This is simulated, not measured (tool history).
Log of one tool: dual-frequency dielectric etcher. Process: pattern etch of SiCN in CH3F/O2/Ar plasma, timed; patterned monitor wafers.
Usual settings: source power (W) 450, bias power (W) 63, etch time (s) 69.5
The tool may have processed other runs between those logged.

| run | hour | source power (W) | bias power (W) | etch time (s) | wafers since the last listed run | hours since the last wet clean | hours since the last source power generator calibration | hours since the last bias power generator calibration | hours since the last upper electrode change | hours since the gauge calibration | read-back reference wafer on the same gauge, depth_nm | mean etch depth across the wafer (nm) |
|---|---|---|---|---|---|---|---|---|---|---|---|---|
| 1 | 0 | 450 | 63 | 84 | 0 | 39.8 | 1849.3 | 4230.8 | 5922.8 | 1277.1 | 26.06 | 33.86 |
| 2 | 38.2 | 450 | 63 | 84 | 641 | 78 | 1887.5 | 4269 | 5961 | 1315.3 | 26.13 | 34.08 |
| 3 | 101.1 | 450 | 63 | 62.5 | 1055 | 140.9 | 1950.4 | 4331.9 | 6023.9 | 1378.2 | 26.16 | 25.9 |
| 4 | 185.1 | 450 | 63 | 62.5 | 1409 | 224.9 | 2034.4 | 4415.9 | 6107.9 | 1462.2 | 26.09 | 25.87 |
| 5 | 279.6 | 450 | 63 | 62.5 | 1586 | 319.4 | 2128.9 | 4510.4 | 6202.4 | 1556.7 | 26.15 | 25.93 |
| 6 | 352.5 | 450 | 63 | 69.5 | 1223 | 392.3 | 2201.8 | 4583.3 | 6275.3 | 1629.6 | 26.08 | 29.08 |
|  | 419.3 | upper electrode replaced |
|  | 447.2 | gauge calibrated |
| 7 | 457.2 | 450 | 76 | 69.5 | 1354 | 497 | 2306.5 | 4688 | 37.9 | 10 | 26.06 | 30.35 |
|  | 462.8 | bias power generator calibrated |
| 8 | 531.6 | 480 | 63 | 84.5 | 1181 | 571.4 | 2380.9 | 68.8 | 112.3 | 84.4 | 26.07 | 36.94 |
|  | 558.6 | wet clean of the chamber |
| 9 | 583.1 | 450 | 63 | 69.5 | 461 | 24.5 | 2432.4 | 120.3 | 163.8 | 135.9 | 26.11 | 28.71 |
| 10 | 648 | 450 | 63 | 69.5 | 1089 | 89.4 | 2497.3 | 185.2 | 228.7 | 200.8 | 26.07 | 28.78 |
| 11 | 743.3 | 520 | 59 | 63 | 1599 | 184.7 | 2592.6 | 280.5 | 324 | 296.1 | 26.14 | 28.16 |
| 12 | 841.6 | 450 | 63 | 69.5 | 1649 | 283 | 2690.9 | 378.8 | 422.3 | 394.4 | 26.09 | 29.26 |
| 13 | 901.1 | 410 | 63 | 69.5 | 998 | 342.5 | 2750.4 | 438.3 | 481.8 | 453.9 | 26.04 | 27.43 |
| 14 | 1041.3 | 490 | 52 | 85.5 | 2353 | 482.7 | 2890.6 | 578.5 | 622 | 594.1 | 26.12 | 36.7 |
| 15 | 1121.9 | 450 | 59 | 52.5 | 1352 | 563.3 | 2971.2 | 659.1 | 702.6 | 674.7 | 26.04 | 22.14 |
| 16 | 1223.7 | 450 | 48 | 69.5 | 1708 | 665.1 | 3073 | 760.9 | 804.4 | 776.5 | 26.09 | 28.38 |
| 17 | 1279.6 | 490 | 57 | 49 | 938 | 721 | 3128.9 | 816.8 | 860.3 | 832.4 | 26.05 | 21.82 |
|  | 1352.3 | wet clean of the chamber |
| 18 | 1357.2 | 400 | 74 | 78.5 | 899 | 4.9 | 3206.5 | 894.4 | 937.9 | 910 | 26.04 | 31.23 |
|  | 1364.2 | source power generator calibrated |
| 19 | 1445.7 | 450 | 63 | 62.5 | 1418 | 93.4 | 81.5 | 982.9 | 1026.4 | 998.5 | 26.06 | 25.23 |
| 20 | 1530.5 | 350 | 74 | 69.5 | 1423 | 178.2 | 166.3 | 1067.7 | 1111.2 | 1083.3 | 26.09 | 24.88 |
| 21 | 1578.3 | 400 | 50 | 69.5 | 802 | 226 | 214.1 | 1115.5 | 1159 | 1131.1 | 26.06 | 25.16 |
| 22 | 1621.6 | 480 | 48 | 62.5 | 726 | 269.3 | 257.4 | 1158.8 | 1202.3 | 1174.4 | 26.1 | 25.2 |
| 23 | 1727.5 | 450 | 63 | 69.5 | 1777 | 375.2 | 363.3 | 1264.7 | 1308.2 | 1280.3 | 26.17 | 28.54 |
| 24 | 1825.2 | 450 | 63 | 69.5 | 1639 | 472.9 | 461 | 1362.4 | 1405.9 | 1378 | 26.07 | 28.62 |
| 25 | 1927.3 | 420 | 63 | 59.5 | 1713 | 575 | 563.1 | 1464.5 | 1508 | 1480.1 | 26.04 | 24.14 |
|  | 1998.3 | wet clean of the chamber |
| 26 | 2017.7 | 450 | 63 | 69.5 | 1114 | 19.4 | 653.5 | 1554.9 | 1598.4 | 1570.5 | 26.03 | 27.62 |
| 27 | 2072.9 | 450 | 63 | 69.5 | 926 | 74.6 | 708.7 | 1610.1 | 1653.6 | 1625.7 | 26.14 | 27.82 |
| 28 | 2131 | 380 | 78 | 86 | 975 | 132.7 | 766.8 | 1668.2 | 1711.7 | 1683.8 | 26.07 | 32.81 |
| 29 | 2183.2 | 450 | 63 | 69.5 | 876 | 184.9 | 819 | 1720.4 | 1763.9 | 1736 | 26.11 | 28.18 |

Each row is a separate what-if for the run after 29, all from the same tool condition, not one after another. Results?
| A | 2183.6 | 450 | 63 | 59 | 6 | 185.3 | 819.4 | 1720.8 | 1764.3 | 1736.4 | ? | ? |
| B | 2183.6 | 400 | 55 | 69.5 | 6 | 185.3 | 819.4 | 1720.8 | 1764.3 | 1736.4 | ? | ? |
| C | 2183.6 | 400 | 78 | 69.5 | 6 | 185.3 | 819.4 | 1720.8 | 1764.3 | 1736.4 | ? | ? |
| D | 2183.6 | 530 | 63 | 64 | 6 | 185.3 | 819.4 | 1720.8 | 1764.3 | 1736.4 | ? | ? |
| E | 2183.6 | 540 | 49 | 83 | 6 | 185.3 | 819.4 | 1720.8 | 1764.3 | 1736.4 | ? | ? |

| run | read-back reference wafer on the same gauge, depth_nm | mean etch depth across the wafer (nm) |
|---|---|---|
| A | 26.16 | 24.14 |
| B | 26.16 | 25.74 |
| C | 26.16 | 27.8 |
| D | 26.16 | 28.72 |
| E | 26.16 | 35.83 |
With the hidden condition removed and each run's random variation left untouched, the same runs would have given:
| run | mean etch depth across the wafer (nm) |
|---|---|
| A | 23.73 |
| B | 25.3 |
| C | 27.33 |
| D | 28.23 |
| E | 35.22 |

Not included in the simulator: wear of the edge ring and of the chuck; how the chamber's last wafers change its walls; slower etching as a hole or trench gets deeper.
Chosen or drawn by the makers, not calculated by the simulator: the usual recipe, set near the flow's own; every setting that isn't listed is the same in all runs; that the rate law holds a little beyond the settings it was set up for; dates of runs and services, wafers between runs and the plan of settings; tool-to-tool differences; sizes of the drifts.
